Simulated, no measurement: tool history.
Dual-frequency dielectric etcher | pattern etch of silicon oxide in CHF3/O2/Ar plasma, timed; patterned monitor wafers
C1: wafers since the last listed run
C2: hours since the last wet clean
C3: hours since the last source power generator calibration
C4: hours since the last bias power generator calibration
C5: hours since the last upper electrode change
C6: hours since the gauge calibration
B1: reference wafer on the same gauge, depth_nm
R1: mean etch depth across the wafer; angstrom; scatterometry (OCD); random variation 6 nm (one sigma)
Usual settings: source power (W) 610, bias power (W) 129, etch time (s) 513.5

Run 1, day 0: usual settings; C1 0; C2 291; C3 1796.4; C4 1594.3; C5 4789.5; C6 82.6; B1 908.4. Result: R1 8342 angstrom.
Run 2, day 0.579: usual settings; C1 37; C2 304.9; C3 1810.3; C4 1608.2; C5 4803.4; C6 96.5; B1 909.8. Result: R1 8271 angstrom.
Run 3, day 0.833: usual settings; C1 16; C2 311; C3 1816.4; C4 1614.3; C5 4809.5; C6 102.6; B1 912.1. Result: R1 8346 angstrom.
Run 4, day 1.258: usual settings; C1 27; C2 321.2; C3 1826.6; C4 1624.5; C5 4819.7; C6 112.8; B1 910.9. Result: R1 8387 angstrom.
Run 5, day 1.938: usual settings; C1 44; C2 337.5; C3 1842.9; C4 1640.8; C5 4836; C6 129.1; B1 908.7. Result: R1 8358 angstrom.
Run 6, day 2.508: usual settings; C1 37; C2 351.2; C3 1856.6; C4 1654.5; C5 4849.7; C6 142.8; B1 909.1. Result: R1 8299 angstrom.
Run 7, day 3.046: usual settings; C1 34; C2 364.1; C3 1869.5; C4 1667.4; C5 4862.6; C6 155.7; B1 909.2. Result: R1 8257 angstrom.
Run 8, day 3.562: usual settings; C1 33; C2 376.5; C3 1881.9; C4 1679.8; C5 4875; C6 168.1; B1 909.5. Result: R1 8394 angstrom.
Run 9, day 4.062: usual settings; C1 32; C2 388.5; C3 1893.9; C4 1691.8; C5 4887; C6 180.1; B1 909.7. Result: R1 8213 angstrom.
Run 10, day 4.658: usual settings; C1 38; C2 402.8; C3 1908.2; C4 1706.1; C5 4901.3; C6 194.4; B1 910.1. Result: R1 8372 angstrom.
At day 7.333: wet clean of the chamber.
Run 11, day 7.354: usual settings but source power (W) 500; C1 110; C2 0.5; C3 1972.9; C4 1770.8; C5 4966; C6 259.1; B1 908.5. Result: R1 7991 angstrom.
Run 12, day 7.421: usual settings; C1 4; C2 2.1; C3 1974.5; C4 1772.4; C5 4967.6; C6 260.7; B1 911.7. Result: R1 8674 angstrom.
Run 13, day 7.954: usual settings; C1 34; C2 14.9; C3 1987.3; C4 1785.2; C5 4980.4; C6 273.5; B1 911.4. Result: R1 8624 angstrom.
Run 14, day 8.412: usual settings but bias power (W) 105, etch time (s) 580.5; C1 29; C2 25.9; C3 1998.3; C4 1796.2; C5 4991.4; C6 284.5; B1 910.5. Result: R1 9205 angstrom.
At day 9.221: bias power generator calibrated.
At day 9.846: upper electrode replaced.
Run 15, day 9.867: usual settings but bias power (W) 105, etch time (s) 580.5; C1 43; C2 60.8; C3 2033.2; C4 15.5; C5 0.5; C6 319.4; B1 908.8. Result: R1 9057 angstrom.
Run 16, day 9.888: usual settings; C1 1; C2 61.3; C3 2033.7; C4 16; C5 1; C6 319.9; B1 909.9. Result: R1 8721 angstrom.
Run 17, day 9.904: usual settings; C1 1; C2 61.7; C3 2034.1; C4 16.4; C5 1.4; C6 320.3; B1 909.9. Result: R1 8570 angstrom.
Run 18, day 10.204: usual settings but bias power (W) 120, etch time (s) 391; C1 19; C2 68.9; C3 2041.3; C4 23.6; C5 8.6; C6 327.5; B1 909.3. Result: R1 6359 angstrom.
Run 19, day 10.5: usual settings but source power (W) 550, bias power (W) 158; C1 19; C2 76; C3 2048.4; C4 30.7; C5 15.7; C6 334.6; B1 911.4. Result: R1 8958 angstrom.
At day 10.858: gauge calibrated.
Run 20, day 11.038: usual settings but source power (W) 540, bias power (W) 142, etch time (s) 643.5; C1 34; C2 88.9; C3 2061.3; C4 43.6; C5 28.6; C6 4.3; B1 910.4. Result: R1 10704 angstrom.
Run 21, day 11.454: usual settings but source power (W) 700, bias power (W) 112, etch time (s) 389.5; C1 27; C2 98.9; C3 2071.3; C4 53.6; C5 38.6; C6 14.3; B1 911.6. Result: R1 6589 angstrom.
Run 22, day 12.154: usual settings but source power (W) 680, bias power (W) 115; C1 45; C2 115.7; C3 2088.1; C4 70.4; C5 55.4; C6 31.1; B1 909.5. Result: R1 8552 angstrom.
Run 23, day 12.588: usual settings; C1 28; C2 126.1; C3 2098.5; C4 80.8; C5 65.8; C6 41.5; B1 910.1. Result: R1 8566 angstrom.
Run 24, day 13.317: usual settings but source power (W) 740, bias power (W) 149, etch time (s) 388.5; C1 47; C2 143.6; C3 2116; C4 98.3; C5 83.3; C6 59; B1 910.7. Result: R1 7272 angstrom.
At day 13.642: source power generator calibrated.
Run 25, day 14.679: usual settings but source power (W) 520, bias power (W) 151; C1 77; C2 176.3; C3 24.9; C4 131; C5 116; C6 91.7; B1 910.6. Result: R1 8501 angstrom.
Run 26, day 15.279: usual settings but source power (W) 490, bias power (W) 147; C1 38; C2 190.7; C3 39.3; C4 145.4; C5 130.4; C6 106.1; B1 910.8. Result: R1 8138 angstrom.
Run 27, day 15.683: usual settings but source power (W) 730, bias power (W) 150, etch time (s) 370.5; C1 26; C2 200.4; C3 49; C4 155.1; C5 140.1; C6 115.8; B1 908.7. Result: R1 6844 angstrom.
Run 28, day 15.946: usual settings but source power (W) 710, bias power (W) 119, etch time (s) 373; C1 17; C2 206.7; C3 55.3; C4 161.4; C5 146.4; C6 122.1; B1 912. Result: R1 6339 angstrom.
Run 29, day 16.658: usual settings but source power (W) 490, etch time (s) 659.5; C1 46; C2 223.8; C3 72.4; C4 178.5; C5 163.5; C6 139.2; B1 909.4. Result: R1 10107 angstrom.

Forecast run 30:
Run 30, day 17.371: usual settings but etch time (s) 629; C1 46; C2 240.9; C3 89.5; C4 195.6; C5 180.6; C6 156.3; B1 ?. Result: R1 ?.

B1: 909.4
R1: 10325 angstrom
Without the tool's hidden state the same run would have given R1 10523 angstrom.
